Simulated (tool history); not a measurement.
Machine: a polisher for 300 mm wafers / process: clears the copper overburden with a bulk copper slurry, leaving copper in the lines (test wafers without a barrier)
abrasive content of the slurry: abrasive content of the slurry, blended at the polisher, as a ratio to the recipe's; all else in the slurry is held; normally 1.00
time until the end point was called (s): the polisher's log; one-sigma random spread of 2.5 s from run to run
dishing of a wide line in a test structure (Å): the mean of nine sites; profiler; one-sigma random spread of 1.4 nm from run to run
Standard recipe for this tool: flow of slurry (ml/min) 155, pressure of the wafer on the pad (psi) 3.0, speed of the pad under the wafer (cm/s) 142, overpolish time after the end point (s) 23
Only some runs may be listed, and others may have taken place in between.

| run | hour | flow of slurry (ml/min) | pressure of the wafer on the pad (psi) | speed of the pad under the wafer (cm/s) | abrasive content of the slurry | overpolish time after the end point (s) | incoming thickness of the incoming film, nm | time until the end point was called (s) | dishing of a wide line in a test structure (Å) |
|---|---|---|---|---|---|---|---|---|---|
| 1 | 0.0 | 155 | 3.0 | 142 | 1.00 | 28 | 1481.6 | 154.2 | 1065 |
| 2 | 14.6 | 155 | 3.0 | 142 | 1.00 | 28 | 1480.6 | 151.1 | 1030 |
| 3 | 31.1 | 155 | 3.0 | 142 | 1.00 | 28 | 1496.5 | 150.1 | 1019 |
| 4 | 48.0 | 155 | 3.0 | 126 | 1.00 | 15 | 1470.3 | 166.2 | 727 |
| 5 | 77.4 | 155 | 3.0 | 126 | 1.00 | 15 | 1499.8 | 182.0 | 718 |
| 6 | 95.8 | 155 | 3.0 | 142 | 1.00 | 23 | 1476.7 | 164.2 | 915 |
| 7 | 114.2 | 155 | 3.0 | 142 | 1.00 | 23 | 1458.7 | 169.3 | 921 |
|  | 122.6 | worn pad replaced by a new one |
| 8 | 148.0 | 155 | 2.2 | 142 | 0.85 | 23 | 1479.4 | 215.6 | 780 |
| 9 | 170.9 | 155 | 2.2 | 142 | 0.85 | 23 | 1503.9 | 220.4 | 800 |
|  | 188.8 | head pressure recalibrated |
| 10 | 200.1 | 155 | 2.2 | 142 | 0.85 | 23 | 1488.0 | 226.1 | 779 |
| 11 | 221.5 | 155 | 3.0 | 142 | 1.00 | 23 | 1459.6 | 160.8 | 943 |
|  | 244.0 | worn pad replaced by a new one |
| 12 | 252.6 | 155 | 3.0 | 142 | 1.00 | 23 | 1479.3 | 157.8 | 964 |
| 13 | 268.9 | 115 | 3.0 | 142 | 1.25 | 23 | 1463.9 | 162.7 | 916 |
|  | 295.8 | slurry blender recalibrated |
| 14 | 302.4 | 155 | 3.3 | 142 | 1.00 | 23 | 1482.0 | 143.9 | 988 |
| 15 | 324.6 | 130 | 3.0 | 142 | 1.00 | 23 | 1490.4 | 172.9 | 903 |
|  | 332.8 | slurry nozzle cleaned |
|  | 350.7 | worn pad replaced by a new one |
| 16 | 351.0 | 155 | 3.0 | 142 | 1.00 | 23 | 1460.2 | 131.2 | 993 |
| 17 | 375.7 | 120 | 3.4 | 190 | 1.10 | 23 | 1492.1 | 103.5 | 1116 |
| 18 | 410.3 | 125 | 2.7 | 142 | 1.10 | 10 | 1475.5 | 157.3 | 572 |
| 19 | 442.4 | 155 | 3.0 | 142 | 1.00 | 23 | 1459.8 | 150.5 | 979 |
| 20 | 459.9 | 195 | 3.0 | 142 | 1.00 | 23 | 1502.9 | 147.5 | 1008 |
|  | 481.5 | worn pad replaced by a new one |
| 21 | 488.8 | 155 | 3.0 | 142 | 1.00 | 23 | 1485.1 | 140.6 | 993 |
| 22 | 519.3 | 155 | 3.0 | 142 | 1.00 | 16 | 1486.5 | 145.6 | 831 |
| 23 | 548.4 | 155 | 3.0 | 106 | 1.00 | 23 | 1493.7 | 181.9 | 873 |
| 24 | 580.3 | 155 | 3.0 | 142 | 1.00 | 23 | 1499.3 | 159.7 | 950 |
| 25 | 592.8 | 155 | 3.9 | 168 | 1.00 | 23 | 1458.5 | 108.9 | 1111 |

Below are 4 alternative next runs, each starting from the tool's condition after run 25. Predict each:
| A | 593.3 | 210 | 3.0 | 142 | 1.00 | 23 | 1487.6 | ? | ? |
| B | 593.3 | 155 | 3.8 | 142 | 1.15 | 23 | 1487.6 | ? | ? |
| C | 593.3 | 155 | 3.6 | 106 | 1.00 | 23 | 1487.6 | ? | ? |
| D | 593.3 | 120 | 3.0 | 142 | 1.00 | 23 | 1487.6 | ? | ? |

| run | time until the end point was called (s) | dishing of a wide line in a test structure (Å) |
|---|---|---|
| A | 159.0 | 938 |
| B | 132.8 | 1039 |
| C | 178.2 | 912 |
| D | 183.9 | 879 |
The same runs, with their run-to-run variation unchanged, on a tool lacking any hidden condition would have given:
| run | time until the end point was called (s) | dishing of a wide line in a test structure (Å) |
|---|---|---|
| A | 133.7 | 1002 |
| B | 109.4 | 1106 |
| C | 146.8 | 993 |
| D | 148.1 | 966 |
